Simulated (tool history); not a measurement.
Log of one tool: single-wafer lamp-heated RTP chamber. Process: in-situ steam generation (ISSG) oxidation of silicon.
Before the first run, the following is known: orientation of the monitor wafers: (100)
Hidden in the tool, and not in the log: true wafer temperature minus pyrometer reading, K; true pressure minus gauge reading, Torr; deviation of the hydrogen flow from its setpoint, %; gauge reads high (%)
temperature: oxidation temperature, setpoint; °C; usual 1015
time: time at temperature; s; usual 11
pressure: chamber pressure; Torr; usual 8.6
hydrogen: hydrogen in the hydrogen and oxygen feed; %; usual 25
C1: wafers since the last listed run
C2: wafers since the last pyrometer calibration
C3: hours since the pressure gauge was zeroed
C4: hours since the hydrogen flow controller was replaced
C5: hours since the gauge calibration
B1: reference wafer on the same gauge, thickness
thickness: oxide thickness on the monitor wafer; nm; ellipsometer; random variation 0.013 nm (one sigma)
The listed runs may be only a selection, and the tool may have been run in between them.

{"run": 1, "day": 0.0, "temperature": 1006, "time": 11, "pressure": 8.6, "hydrogen": 25, "C1": 0, "C2": 264, "C3": 3553.2, "C4": 3763.7, "C5": 1737.9, "B1": 4.816, "thickness": 4.159}
{"run": 2, "day": 1.925, "temperature": 1015, "time": 11, "pressure": 8.6, "hydrogen": 25, "C1": 694, "C2": 958, "C3": 3599.4, "C4": 3809.9, "C5": 1784.1, "B1": 4.81, "thickness": 4.305}
{"run": 3, "day": 3.708, "temperature": 1015, "time": 11, "pressure": 8.6, "hydrogen": 25, "C1": 643, "C2": 1601, "C3": 3642.2, "C4": 3852.7, "C5": 1826.9, "B1": 4.814, "thickness": 4.291}
{"run": 4, "day": 5.383, "temperature": 1015, "time": 11, "pressure": 8.6, "hydrogen": 25, "C1": 604, "C2": 2205, "C3": 3682.4, "C4": 3892.9, "C5": 1867.1, "B1": 4.815, "thickness": 4.288}
{"run": 5, "day": 6.892, "temperature": 1015, "time": 11, "pressure": 8.6, "hydrogen": 25, "C1": 543, "C2": 2749, "C3": 3718.6, "C4": 3929.1, "C5": 1903.3, "B1": 4.816, "thickness": 4.305}
{"run": 6, "day": 9.262, "temperature": 1015, "time": 11, "pressure": 8.6, "hydrogen": 25, "C1": 855, "C2": 3604, "C3": 3775.5, "C4": 3986.0, "C5": 1960.2, "B1": 4.822, "thickness": 4.286}
{"run": 7, "day": 10.621, "temperature": 1015, "time": 11, "pressure": 8.6, "hydrogen": 25, "C1": 489, "C2": 4094, "C3": 3808.1, "C4": 4018.6, "C5": 1992.8, "B1": 4.821, "thickness": 4.259}
{"run": 8, "day": 11.733, "temperature": 1015, "time": 11, "pressure": 8.6, "hydrogen": 25, "C1": 401, "C2": 4495, "C3": 3834.8, "C4": 4045.3, "C5": 2019.5, "B1": 4.823, "thickness": 4.3}
{"day": 14.538, "done": "pressure gauge zeroed"}
{"run": 9, "day": 14.558, "temperature": 1015, "time": 11, "pressure": 8.6, "hydrogen": 25, "C1": 898, "C2": 5394, "C3": 0.5, "C4": 4113.1, "C5": 2087.3, "B1": 4.813, "thickness": 4.307}
{"run": 10, "day": 16.258, "temperature": 1015, "time": 11, "pressure": 8.6, "hydrogen": 25, "C1": 613, "C2": 6007, "C3": 41.3, "C4": 4153.9, "C5": 2128.1, "B1": 4.83, "thickness": 4.267}
{"run": 11, "day": 18.612, "temperature": 1015, "time": 11, "pressure": 8.6, "hydrogen": 25, "C1": 849, "C2": 6856, "C3": 97.8, "C4": 4210.4, "C5": 2184.6, "B1": 4.828, "thickness": 4.262}
{"day": 22.617, "done": "gauge calibrated"}
{"day": 22.854, "done": "pyrometer window cleaned and pyrometer calibrated"}
{"run": 12, "day": 24.017, "temperature": 997, "time": 11, "pressure": 8.6, "hydrogen": 31, "C1": 1828, "C2": 419, "C3": 227.5, "C4": 4340.1, "C5": 33.6, "B1": 4.817, "thickness": 4.254}
{"run": 13, "day": 25.283, "temperature": 1027, "time": 10, "pressure": 9.4, "hydrogen": 32, "C1": 456, "C2": 876, "C3": 257.9, "C4": 4370.5, "C5": 64.0, "B1": 4.817, "thickness": 4.515}
{"run": 14, "day": 26.925, "temperature": 999, "time": 10, "pressure": 8.6, "hydrogen": 22, "C1": 592, "C2": 1468, "C3": 297.3, "C4": 4409.9, "C5": 103.4, "B1": 4.825, "thickness": 3.789}
{"run": 15, "day": 29.7, "temperature": 1024, "time": 8, "pressure": 8.0, "hydrogen": 22, "C1": 1000, "C2": 2469, "C3": 363.9, "C4": 4476.5, "C5": 170.0, "B1": 4.815, "thickness": 3.75}
{"run": 16, "day": 31.846, "temperature": 997, "time": 7, "pressure": 8.6, "hydrogen": 22, "C1": 773, "C2": 3243, "C3": 415.4, "C4": 4528.0, "C5": 221.5, "B1": 4.816, "thickness": 3.234}
{"run": 17, "day": 34.475, "temperature": 1004, "time": 11, "pressure": 8.6, "hydrogen": 28, "C1": 948, "C2": 4191, "C3": 478.5, "C4": 4591.1, "C5": 284.6, "B1": 4.825, "thickness": 4.235}
{"run": 18, "day": 36.258, "temperature": 1005, "time": 9, "pressure": 8.6, "hydrogen": 32, "C1": 643, "C2": 4834, "C3": 521.3, "C4": 4633.9, "C5": 327.4, "B1": 4.823, "thickness": 4.076}
{"day": 38.792, "done": "hydrogen flow controller replaced"}
{"run": 19, "day": 38.833, "temperature": 1015, "time": 8, "pressure": 8.6, "hydrogen": 18, "C1": 808, "C2": 5642, "C3": 583.1, "C4": 1.0, "C5": 389.2, "B1": 4.814, "thickness": 3.432}
{"run": 20, "day": 41.333, "temperature": 1015, "time": 11, "pressure": 8.6, "hydrogen": 15, "C1": 901, "C2": 6544, "C3": 643.1, "C4": 61.0, "C5": 449.2, "B1": 4.821, "thickness": 3.782}
{"run": 21, "day": 43.838, "temperature": 1015, "time": 11, "pressure": 8.6, "hydrogen": 32, "C1": 903, "C2": 7447, "C3": 703.2, "C4": 121.1, "C5": 509.3, "B1": 4.819, "thickness": 4.583}
{"day": 44.812, "done": "pyrometer window cleaned and pyrometer calibrated"}
{"run": 22, "day": 45.896, "temperature": 1015, "time": 11, "pressure": 8.6, "hydrogen": 25, "C1": 622, "C2": 391, "C3": 752.6, "C4": 170.5, "C5": 558.7, "B1": 4.825, "thickness": 4.279}
{"run": 23, "day": 47.35, "temperature": 1015, "time": 11, "pressure": 8.6, "hydrogen": 25, "C1": 524, "C2": 915, "C3": 787.5, "C4": 205.4, "C5": 593.6, "B1": 4.818, "thickness": 4.301}
{"run": 24, "day": 49.633, "temperature": 1015, "time": 11, "pressure": 9.0, "hydrogen": 20, "C1": 823, "C2": 1738, "C3": 842.3, "C4": 260.2, "C5": 648.4, "B1": 4.82, "thickness": 4.012}
{"run": 25, "day": 52.429, "temperature": 1015, "time": 11, "pressure": 9.4, "hydrogen": 30, "C1": 1008, "C2": 2747, "C3": 909.4, "C4": 327.3, "C5": 715.5, "B1": 4.82, "thickness": 4.422}
{"run": 26, "day": 54.958, "temperature": 1015, "time": 14, "pressure": 8.6, "hydrogen": 32, "C1": 912, "C2": 3659, "C3": 970.1, "C4": 388.0, "C5": 776.2, "B1": 4.814, "thickness": 5.087}
{"run": 27, "day": 56.067, "temperature": 999, "time": 11, "pressure": 7.8, "hydrogen": 25, "C1": 399, "C2": 4059, "C3": 996.7, "C4": 414.6, "C5": 802.8, "B1": 4.812, "thickness": 4.086}
{"run": 28, "day": 57.238, "temperature": 1015, "time": 8, "pressure": 7.8, "hydrogen": 19, "C1": 422, "C2": 4481, "C3": 1024.8, "C4": 442.7, "C5": 830.9, "B1": 4.818, "thickness": 3.5}
{"run": 29, "day": 58.996, "temperature": 1015, "time": 11, "pressure": 8.6, "hydrogen": 25, "C1": 634, "C2": 5115, "C3": 1067.0, "C4": 484.9, "C5": 873.1, "B1": 4.824, "thickness": 4.28}
{"run": 30, "day": 61.846, "temperature": 1015, "time": 11, "pressure": 8.6, "hydrogen": 25, "C1": 1027, "C2": 6143, "C3": 1135.4, "C4": 553.3, "C5": 941.5, "B1": 4.819, "thickness": 4.281}

Describe how what the log doesn't record of the tool's condition differs between the last listed run preceding each entry between runs and the first listed run following it.
Run 8 -> run 9: pressure gauge zeroed (day 14.538)
  no hidden state differs between the two runs
Run 11 -> run 12: gauge calibrated (day 22.617); pyrometer window cleaned and pyrometer calibrated (day 22.854)
  no hidden state differs between the two runs
Run 18 -> run 19: hydrogen flow controller replaced (day 38.792)
  no hidden state differs between the two runs
Run 21 -> run 22: pyrometer window cleaned and pyrometer calibrated (day 44.812)
  no hidden state differs between the two runs
